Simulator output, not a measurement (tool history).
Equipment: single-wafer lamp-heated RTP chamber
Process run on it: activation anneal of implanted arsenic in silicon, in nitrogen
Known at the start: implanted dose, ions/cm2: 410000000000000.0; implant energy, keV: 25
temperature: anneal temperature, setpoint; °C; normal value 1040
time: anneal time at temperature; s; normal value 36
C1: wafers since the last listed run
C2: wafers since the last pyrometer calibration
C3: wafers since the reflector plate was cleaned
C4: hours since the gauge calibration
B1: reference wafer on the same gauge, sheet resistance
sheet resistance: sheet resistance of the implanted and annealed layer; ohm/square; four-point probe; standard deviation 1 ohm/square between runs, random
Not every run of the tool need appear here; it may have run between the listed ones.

Run 1, hour 0: usual settings; C1 0; C2 3046; C3 6635; C4 152.4; B1 205.86. Result: sheet resistance 211.56 ohm/square.
Run 2, hour 29.9: usual settings; C1 376; C2 3422; C3 7011; C4 182.3; B1 205.84. Result: sheet resistance 211.06 ohm/square.
Run 3, hour 60.1: usual settings; C1 379; C2 3802; C3 7391; C4 212.5; B1 205.4. Result: sheet resistance 210.67 ohm/square.
Run 4, hour 88.3: usual settings; C1 354; C2 4157; C3 7745; C4 240.7; B1 204.66. Result: sheet resistance 210.49 ohm/square.
Run 5, hour 105: usual settings; C1 210; C2 4367; C3 7955; C4 257.4; B1 204.79. Result: sheet resistance 210.08 ohm/square.
At hour 125.9: pyrometer window cleaned and pyrometer calibrated.
Run 6, hour 131.3: usual settings but temperature 1059 °C; C1 230; C2 68; C3 8185; C4 283.7; B1 204.58. Result: sheet resistance 207.2 ohm/square.
Run 7, hour 166.7: usual settings but temperature 1059 °C; C1 445; C2 513; C3 8631; C4 319.1; B1 204.06. Result: sheet resistance 204.97 ohm/square.
Run 8, hour 181.3: usual settings but temperature 1059 °C; C1 183; C2 696; C3 8814; C4 333.7; B1 204.11. Result: sheet resistance 206.08 ohm/square.
Run 9, hour 210.4: usual settings but temperature 1054 °C, time 31 s; C1 365; C2 1062; C3 9180; C4 362.8; B1 204.04. Result: sheet resistance 207.63 ohm/square.
Run 10, hour 237.1: usual settings but temperature 1054 °C, time 31 s; C1 335; C2 1398; C3 9516; C4 389.5; B1 203.6. Result: sheet resistance 209.28 ohm/square.
Run 11, hour 261.7: usual settings but temperature 1054 °C, time 31 s; C1 309; C2 1708; C3 9825; C4 414.1; B1 204.02. Result: sheet resistance 209 ohm/square.
Run 12, hour 294.6: usual settings; C1 413; C2 2121; C3 10239; C4 447; B1 203.08. Result: sheet resistance 209.11 ohm/square.
At hour 305.9: reflector plate cleaned.
Run 13, hour 323.3: usual settings; C1 260; C2 2382; C3 219; C4 475.7; B1 202.65. Result: sheet resistance 208.85 ohm/square.
Run 14, hour 337.6: usual settings; C1 179; C2 2562; C3 399; C4 490; B1 202.87. Result: sheet resistance 207.92 ohm/square.
At hour 352.3: gauge calibrated.
Run 15, hour 366.1: usual settings but temperature 1024 °C, time 15 s; C1 358; C2 2920; C3 757; C4 13.8; B1 207.99. Result: sheet resistance 220.17 ohm/square.
Run 16, hour 448.3: usual settings but temperature 1013 °C, time 25 s; C1 1033; C2 3954; C3 1791; C4 96; B1 207.34. Result: sheet resistance 218.22 ohm/square.
At hour 461.9: pyrometer window cleaned and pyrometer calibrated.
Run 17, hour 470: usual settings but temperature 1066 °C; C1 172; C2 102; C3 1963; C4 117.7; B1 206.92. Result: sheet resistance 208.46 ohm/square.
Run 18, hour 494.8: usual settings but temperature 1019 °C, time 48 s; C1 311; C2 414; C3 2275; C4 142.5; B1 206.7. Result: sheet resistance 214.63 ohm/square.
Run 19, hour 520.1: usual settings but temperature 1053 °C, time 22 s; C1 318; C2 732; C3 2593; C4 167.8; B1 206.87. Result: sheet resistance 212.7 ohm/square.
Run 20, hour 546.7: usual settings but temperature 1023 °C, time 54 s; C1 334; C2 1066; C3 2928; C4 194.4; B1 206.21. Result: sheet resistance 212.55 ohm/square.
Run 21, hour 567.7: usual settings; C1 264; C2 1330; C3 3192; C4 215.4; B1 206.48. Result: sheet resistance 212.5 ohm/square.
Run 22, hour 588.5: usual settings; C1 261; C2 1592; C3 3454; C4 236.2; B1 206.1. Result: sheet resistance 212.89 ohm/square.
Run 23, hour 614.8: usual settings but temperature 1061 °C, time 15 s; C1 330; C2 1923; C3 3784; C4 262.5; B1 205.95. Result: sheet resistance 213.14 ohm/square.
Run 24, hour 634.6: usual settings but time 17 s; C1 249; C2 2172; C3 4033; C4 282.3; B1 205.57. Result: sheet resistance 213.67 ohm/square.
Run 25, hour 660.9: usual settings but time 25 s; C1 330; C2 2503; C3 4364; C4 308.6; B1 205.49. Result: sheet resistance 213.95 ohm/square.
Run 26, hour 679.2: usual settings but temperature 1054 °C, time 31 s; C1 230; C2 2733; C3 4594; C4 326.9; B1 205.26. Result: sheet resistance 209.25 ohm/square.
Run 27, hour 705.3: usual settings but temperature 1017 °C; C1 328; C2 3061; C3 4922; C4 353; B1 204.67. Result: sheet resistance 214.11 ohm/square.
At hour 737.8: gauge calibrated.
Run 28, hour 741.1: usual settings but temperature 1048 °C, time 28 s; C1 450; C2 3511; C3 5373; C4 3.3; B1 207.29. Result: sheet resistance 213.77 ohm/square.
Run 29, hour 770.5: usual settings; C1 369; C2 3881; C3 5742; C4 32.7; B1 207.05. Result: sheet resistance 210.88 ohm/square.

Each row is a separate what-if for the run after 29, all from the same tool condition, not one after another. Results?
Run A, hour 770.9: usual settings; C1 5; C2 3886; C3 5747; C4 33.1; B1 ?. Result: sheet resistance ?.
Run B, hour 770.9: usual settings but temperature 1020 °C, time 17 s; C1 5; C2 3886; C3 5747; C4 33.1; B1 ?. Result: sheet resistance ?.
Run C, hour 770.9: usual settings but temperature 1065 °C, time 43 s; C1 5; C2 3886; C3 5747; C4 33.1; B1 ?. Result: sheet resistance ?.

run      B1  sheet resistance
  A  206.99            211.77
  B  206.99            218.03
  C  206.99            206.35
What these runs would have given with no unlogged condition in the tool:
run  sheet resistance
  A            211.88
  B            218.14
  C            206.46

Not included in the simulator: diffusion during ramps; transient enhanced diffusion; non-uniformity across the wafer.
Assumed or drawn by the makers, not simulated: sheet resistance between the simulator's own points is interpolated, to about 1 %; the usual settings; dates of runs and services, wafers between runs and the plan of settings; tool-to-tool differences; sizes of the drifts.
